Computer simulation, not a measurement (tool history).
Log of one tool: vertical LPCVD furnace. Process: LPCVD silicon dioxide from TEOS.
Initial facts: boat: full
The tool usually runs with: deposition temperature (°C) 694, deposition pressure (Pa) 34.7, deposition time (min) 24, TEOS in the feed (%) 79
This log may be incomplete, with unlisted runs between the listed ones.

run   hour  deposition temperature (°C)  deposition pressure (Pa)  deposition time (min)  TEOS in the feed (%)  wafers since the last listed run  hours since the last temperature calibration  hours since the pressure gauge was zeroed  hours since the TEOS flow controller was replaced  hours since the gauge calibration  read-back reference wafer on the same gauge, thickness  film thickness on the monitor wafer in the middle of the boat (angstrom)
  1      0                          694                      34.7                     24                    79                                 0                                        2020.7                                     4191.9                                             3928.6                              191.2                                                  131.99                                                                    1509.3
  2   16.2                          694                      34.7                     24                    79                               226                                        2036.9                                     4208.1                                             3944.8                              207.4                                                  132.02                                                                    1508.2
  3     25                          694                      34.7                   29.5                    79                               122                                        2045.7                                     4216.9                                             3953.6                              216.2                                                  132.01                                                                    1851.9
  4   36.6                          694                      34.7                     24                    79                               161                                        2057.3                                     4228.5                                             3965.2                              227.8                                                  131.97                                                                    1508.1
  5   46.7                          694                      34.7                     24                    79                               141                                        2067.4                                     4238.6                                             3975.3                              237.9                                                  131.97                                                                    1511.5
  6   62.1                          694                      34.7                     24                    90                               214                                        2082.8                                       4254                                             3990.7                              253.3                                                  131.97                                                                    1613.9
  7   68.7                          694                      34.7                     24                    90                                92                                        2089.4                                     4260.6                                             3997.3                              259.9                                                  132.01                                                                    1613.6
  8   77.6                          694                      34.7                     24                    72                               124                                        2098.3                                     4269.5                                             4006.2                              268.8                                                  132.03                                                                      1445
      84.3  -- gauge calibrated
     103.4  -- TEOS flow controller replaced
  9  103.9                          694                      34.7                     24                    72                                32                                        2124.6                                     4295.8                                                0.5                               19.6                                                  131.95                                                                    1448.8
 10  108.5                          694                      34.7                     24                    79                                64                                        2129.2                                     4300.4                                                5.1                               24.2                                                  131.95                                                                    1517.6
 11  118.9                          701                      34.7                     24                    70                               145                                        2139.6                                     4310.8                                               15.5                               34.6                                                  131.97                                                                    1677.9
     148.5  -- thermocouples replaced and temperature profile calibrated
 12    149                          694                      34.7                   32.5                    91                                85                                           0.5                                     4340.9                                               45.6                               64.7                                                  132.02                                                                      2020
 13  153.6                          699                      34.7                   17.5                    79                                64                                           5.1                                     4345.5                                               50.2                               69.3                                                  131.97                                                                    1140.7
 14  158.1                          686                      34.7                     17                    79                                62                                           9.6                                       4350                                               54.7                               73.8                                                     132                                                                     817.6
     186.6  -- pressure gauge zeroed
 15  187.1                          702                      34.7                     24                    79                                69                                          38.6                                        0.5                                               83.7                              102.8                                                  132.02                                                                    1684.7
 16  191.7                          694                      34.7                     20                    66                                64                                          43.2                                        5.1                                               88.3                              107.4                                                  131.97                                                                    1062.7
 17  196.2                          694                      34.7                   28.5                    79                                62                                          47.7                                        9.6                                               92.8                              111.9                                                  132.01                                                                    1658.8
 18  200.7                          683                      34.7                     24                    68                                62                                          52.2                                       14.1                                               97.3                              116.4                                                     132                                                                    1000.3
 19  213.7                          694                      34.7                     24                    79                               181                                          65.2                                       27.1                                              110.3                              129.4                                                  131.98                                                                    1399.1
 20  221.2                          694                      34.7                     24                    79                               104                                          72.7                                       34.6                                              117.8                              136.9                                                  132.04                                                                    1398.9
 21  238.6                          694                      34.7                     24                    79                               242                                          90.1                                         52                                              135.2                              154.3                                                  131.98                                                                    1398.9

Alternative continuations, all from the tool just after run 21; predict every row:
  A  243.2                          698                      34.7                     24                    79                                64                                          94.7                                       56.6                                              139.8                              158.9                                                       ?                                                                         ?
  B  243.2                          689                      32.7                   20.5                    89                                64                                          94.7                                       56.6                                              139.8                              158.9                                                       ?                                                                         ?
  C  243.2                          706                      34.7                     24                    87                                64                                          94.7                                       56.6                                              139.8                              158.9                                                       ?                                                                         ?
  D  243.2                          694                      34.7                     31                    65                                64                                          94.7                                       56.6                                              139.8                              158.9                                                       ?                                                                         ?

run  read-back reference wafer on the same gauge, thickness  film thickness on the monitor wafer in the middle of the boat (angstrom)
  A                                                  131.99                                                                    1535.4
  B                                                  131.99                                                                    1093.1
  C                                                  131.99                                                                    1939.1
  D                                                  131.99                                                                    1637.9
The same runs, with their run-to-run variation unchanged, on a tool lacking any hidden condition would have given:
run  film thickness on the monitor wafer in the middle of the boat (angstrom)
  A                                                                    1525.1
  B                                                                    1085.6
  C                                                                    1926.3
  D                                                                    1626.9
